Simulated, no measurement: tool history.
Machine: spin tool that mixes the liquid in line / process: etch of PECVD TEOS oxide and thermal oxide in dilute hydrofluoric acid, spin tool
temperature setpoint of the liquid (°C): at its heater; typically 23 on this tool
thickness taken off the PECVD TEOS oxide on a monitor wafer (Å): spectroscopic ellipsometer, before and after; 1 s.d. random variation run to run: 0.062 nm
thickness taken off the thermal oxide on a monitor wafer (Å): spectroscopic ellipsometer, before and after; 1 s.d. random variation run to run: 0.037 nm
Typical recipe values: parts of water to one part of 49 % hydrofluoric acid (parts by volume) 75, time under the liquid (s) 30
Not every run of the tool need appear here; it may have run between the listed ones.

run   hour  temperature setpoint of the liquid (°C)  parts of water to one part of 49 % hydrofluoric acid (parts by volume)  time under the liquid (s)  read-back film thickness of the PECVD TEOS oxide reference wafer, read on the same gauge (nm)  read-back film thickness of the thermal oxide reference wafer, read on the same gauge (nm)  thickness taken off the PECVD TEOS oxide on a monitor wafer (Å)  thickness taken off the thermal oxide on a monitor wafer (Å)
  1      0                                       23                                                                      75                         30                                                                                          70.01                                                                                      80.016                                                             59.7                                                         15.11
  2     63                                       23                                                                      75                         30                                                                                          70.01                                                                                      80.009                                                             58.3                                                         15.17
  3  103.8                                     24.5                                                                      75                         30                                                                                             70                                                                                      80.008                                                             62.3                                                          16.8
  4  162.6                                       23                                                                      75                         30                                                                                          69.99                                                                                      79.996                                                               59                                                         16.33
  5  201.8                                       23                                                                      75                         30                                                                                          70.01                                                                                      80.037                                                             58.6                                                         16.42
  6  269.4                                     25.5                                                                      65                         30                                                                                             70                                                                                      80.025                                                             75.9                                                         20.35
  7  328.1                                     25.5                                                                      65                         30                                                                                          69.99                                                                                      79.995                                                             77.6                                                         20.53
  8  396.3                                     25.5                                                                      65                         30                                                                                          70.01                                                                                      79.939                                                               76                                                         20.01
       414  -- thermometer replaced
     450.4  -- gauge calibrated
  9  459.4                                       23                                                                      75                         30                                                                                          69.98                                                                                      79.944                                                             65.1                                                          17.5
 10  512.7                                       23                                                                      75                         30                                                                                          69.98                                                                                      80.033                                                             64.4                                                         17.22
 11  545.5                                       23                                                                      75                         15                                                                                          69.99                                                                                      79.993                                                             32.4                                                          8.74
     562.6  -- hydrofluoric acid flow meter replaced
 12  617.4                                       23                                                                      55                         25                                                                                          69.99                                                                                       80.01                                                             75.2                                                         20.22
 13  682.2                                       21                                                                      90                         30                                                                                             70                                                                                      80.013                                                             48.5                                                         13.38
 14  718.9                                       23                                                                      75                         30                                                                                          70.01                                                                                      79.969                                                             63.5                                                         17.21
 15  759.3                                       23                                                                      75                         30                                                                                          70.01                                                                                      80.005                                                             63.7                                                         17.39
 16    810                                       23                                                                      75                         30                                                                                          70.02                                                                                      79.971                                                             63.9                                                         17.01
 17  860.4                                       23                                                                      75                         40                                                                                          69.99                                                                                      79.995                                                               87                                                         22.86
 18  960.7                                     27.5                                                                      90                         40                                                                                          69.99                                                                                      79.951                                                             82.7                                                         22.72

How would selected steps in thickness taken off the PECVD TEOS oxide on a monitor wafer (Å) from run to run divide? Give the signed amount a tool lacking its hidden state would still show from settings, what came in and random variation, and the signed amount left for the hidden state, including any gauge scatter that is not in both of the compared results.
What the log doesn't record here: liquid colder than its thermometer reads (K); hydrofluoric acid flow above the setpoint (%); gauge reads high (%).
Run 8 -> 9: temperature setpoint of the liquid (°C) 25.5 -> 23, parts of water to one part of 49 % hydrofluoric acid (parts by volume) 65 -> 75, thermometer replaced, gauge calibrated. thickness taken off the PECVD TEOS oxide on a monitor wafer (Å) -10.9: hidden state +7.7, all else -18.6.
Run 11 -> 12: parts of water to one part of 49 % hydrofluoric acid (parts by volume) 75 -> 55, time under the liquid (s) 15 -> 25, hydrofluoric acid flow meter replaced. thickness taken off the PECVD TEOS oxide on a monitor wafer (Å) +42.8: hidden state -0.5, all else +43.3.
